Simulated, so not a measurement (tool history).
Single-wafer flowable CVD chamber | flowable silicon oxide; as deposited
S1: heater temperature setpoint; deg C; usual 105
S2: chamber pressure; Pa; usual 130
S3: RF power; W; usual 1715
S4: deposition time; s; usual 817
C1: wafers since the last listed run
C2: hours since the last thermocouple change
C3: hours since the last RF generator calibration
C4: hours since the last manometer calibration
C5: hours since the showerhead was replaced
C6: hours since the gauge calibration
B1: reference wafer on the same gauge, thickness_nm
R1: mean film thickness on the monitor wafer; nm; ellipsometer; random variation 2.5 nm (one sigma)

Run 1, hour 0: usual settings; C1 0; C2 908.9; C3 1147.8; C4 1904.7; C5 6238.1; C6 350.9; B1 587.067. Result: R1 483.235 nm.
Run 2, hour 6.5: usual settings; C1 13; C2 915.4; C3 1154.3; C4 1911.2; C5 6244.6; C6 357.4; B1 587.102. Result: R1 483.597 nm.
Run 3, hour 15.6: usual settings; C1 18; C2 924.5; C3 1163.4; C4 1920.3; C5 6253.7; C6 366.5; B1 587.058. Result: R1 481.844 nm.
Run 4, hour 31.1: usual settings; C1 31; C2 940; C3 1178.9; C4 1935.8; C5 6269.2; C6 382; B1 586.937. Result: R1 481.792 nm.
At hour 35.5: gauge calibrated.
At hour 40.3: showerhead replaced.
Run 5, hour 40.8: usual settings; C1 3; C2 949.7; C3 1188.6; C4 1945.5; C5 0.5; C6 5.3; B1 587.085. Result: R1 488.287 nm.
Run 6, hour 47.9: usual settings; C1 14; C2 956.8; C3 1195.7; C4 1952.6; C5 7.6; C6 12.4; B1 586.412. Result: R1 483.537 nm.
At hour 72.1: capacitance manometer re-zeroed and calibrated.
Run 7, hour 72.6: usual settings but S1 109 deg C; C1 33; C2 981.5; C3 1220.4; C4 0.5; C5 32.3; C6 37.1; B1 586.803. Result: R1 444.855 nm.
Run 8, hour 73.1: usual settings; C1 1; C2 982; C3 1220.9; C4 1; C5 32.8; C6 37.6; B1 586.466. Result: R1 510.136 nm.
Run 9, hour 85.2: usual settings but S1 119 deg C, S2 145.2 Pa, S3 1845 W, S4 720 s; C1 24; C2 994.1; C3 1233; C4 13.1; C5 44.9; C6 49.7; B1 587.217. Result: R1 312.603 nm.
Run 10, hour 102.9: usual settings but S1 113 deg C, S2 155.3 Pa; C1 35; C2 1011.8; C3 1250.7; C4 30.8; C5 62.6; C6 67.4; B1 586.859. Result: R1 452.685 nm.
At hour 115.1: RF generator calibrated.
Run 11, hour 115.6: usual settings but S1 117 deg C, S2 149.5 Pa, S3 1980 W, S4 703 s; C1 9; C2 1024.5; C3 0.5; C4 43.5; C5 75.3; C6 80.1; B1 586.596. Result: R1 336.076 nm.
At hour 143.5: thermocouple changed; heater temperature recalibrated.
Run 12, hour 148.6: usual settings but S2 139.7 Pa; C1 50; C2 5.1; C3 33.5; C4 76.5; C5 108.3; C6 113.1; B1 587.24. Result: R1 550.538 nm.
Run 13, hour 159.4: usual settings; C1 21; C2 15.9; C3 44.3; C4 87.3; C5 119.1; C6 123.9; B1 586.997. Result: R1 507.591 nm.
Run 14, hour 172.9: usual settings but S1 98 deg C, S2 156.9 Pa, S3 1500 W, S4 774 s; C1 27; C2 29.4; C3 57.8; C4 100.8; C5 132.6; C6 137.4; B1 587.013. Result: R1 722.83 nm.
Run 15, hour 183.1: usual settings but S2 110.9 Pa, S4 918 s; C1 20; C2 39.6; C3 68; C4 111; C5 142.8; C6 147.6; B1 587.182. Result: R1 486.717 nm.
Run 16, hour 198.9: usual settings but S2 151.2 Pa, S4 865 s; C1 31; C2 55.4; C3 83.8; C4 126.8; C5 158.6; C6 163.4; B1 587.181. Result: R1 616.986 nm.
Run 17, hour 210.1: usual settings; C1 22; C2 66.6; C3 95; C4 138; C5 169.8; C6 174.6; B1 586.768. Result: R1 504.542 nm.
Run 18, hour 218: usual settings; C1 15; C2 74.5; C3 102.9; C4 145.9; C5 177.7; C6 182.5; B1 586.687. Result: R1 503.307 nm.
Run 19, hour 233: usual settings but S1 92 deg C, S2 120.1 Pa; C1 30; C2 89.5; C3 117.9; C4 160.9; C5 192.7; C6 197.5; B1 587.563. Result: R1 760.66 nm.
Run 20, hour 253.7: usual settings; C1 41; C2 110.2; C3 138.6; C4 181.6; C5 213.4; C6 218.2; B1 587.557. Result: R1 502.533 nm.
Run 21, hour 271.1: usual settings but S2 158.9 Pa, S4 671 s; C1 35; C2 127.6; C3 156; C4 199; C5 230.8; C6 235.6; B1 586.976. Result: R1 498.585 nm.
Run 22, hour 278.5: usual settings but S2 142 Pa; C1 14; C2 135; C3 163.4; C4 206.4; C5 238.2; C6 243; B1 587.117. Result: R1 549.603 nm.
Run 23, hour 290.1: usual settings but S1 97 deg C; C1 23; C2 146.6; C3 175; C4 218; C5 249.8; C6 254.6; B1 587.387. Result: R1 684.32 nm.
Run 24, hour 301.1: usual settings but S1 111 deg C, S2 144.8 Pa, S3 2055 W, S4 728 s; C1 22; C2 157.6; C3 186; C4 229; C5 260.8; C6 265.6; B1 586.896. Result: R1 413.675 nm.
Run 25, hour 348.4: usual settings but S1 92 deg C, S2 120.1 Pa; C1 95; C2 204.9; C3 233.3; C4 276.3; C5 308.1; C6 312.9; B1 587.911. Result: R1 753.685 nm.
Run 26, hour 364.3: usual settings but S2 106.9 Pa; C1 32; C2 220.8; C3 249.2; C4 292.2; C5 324; C6 328.8; B1 586.308. Result: R1 410.346 nm.
Run 27, hour 377.8: usual settings but S1 93 deg C, S2 161.6 Pa; C1 27; C2 234.3; C3 262.7; C4 305.7; C5 337.5; C6 342.3; B1 587.495. Result: R1 972.135 nm.
Run 28, hour 424.5: usual settings but S1 101 deg C, S3 1875 W; C1 94; C2 281; C3 309.4; C4 352.4; C5 384.2; C6 389; B1 587.262. Result: R1 587.816 nm.
Run 29, hour 438: usual settings but S3 1895 W; C1 27; C2 294.5; C3 322.9; C4 365.9; C5 397.7; C6 402.5; B1 587.252. Result: R1 511.52 nm.

Forecast each of these 3 alternatives for the next run:
Run A, hour 438.6: usual settings; C1 1; C2 295.1; C3 323.5; C4 366.5; C5 398.3; C6 403.1; B1 ?. Result: R1 ?.
Run B, hour 438.6: usual settings but S2 97.9 Pa, S3 1915 W, S4 974 s; C1 1; C2 295.1; C3 323.5; C4 366.5; C5 398.3; C6 403.1; B1 ?. Result: R1 ?.
Run C, hour 438.6: usual settings but S3 1405 W; C1 1; C2 295.1; C3 323.5; C4 366.5; C5 398.3; C6 403.1; B1 ?. Result: R1 ?.

run       B1       R1
  A  587.584   496.06
  B  587.584  454.808
  C  587.584  469.512
Without the tool's hidden state the same runs would have given:
run       R1
  A  515.677
  B  474.295
  C  488.079
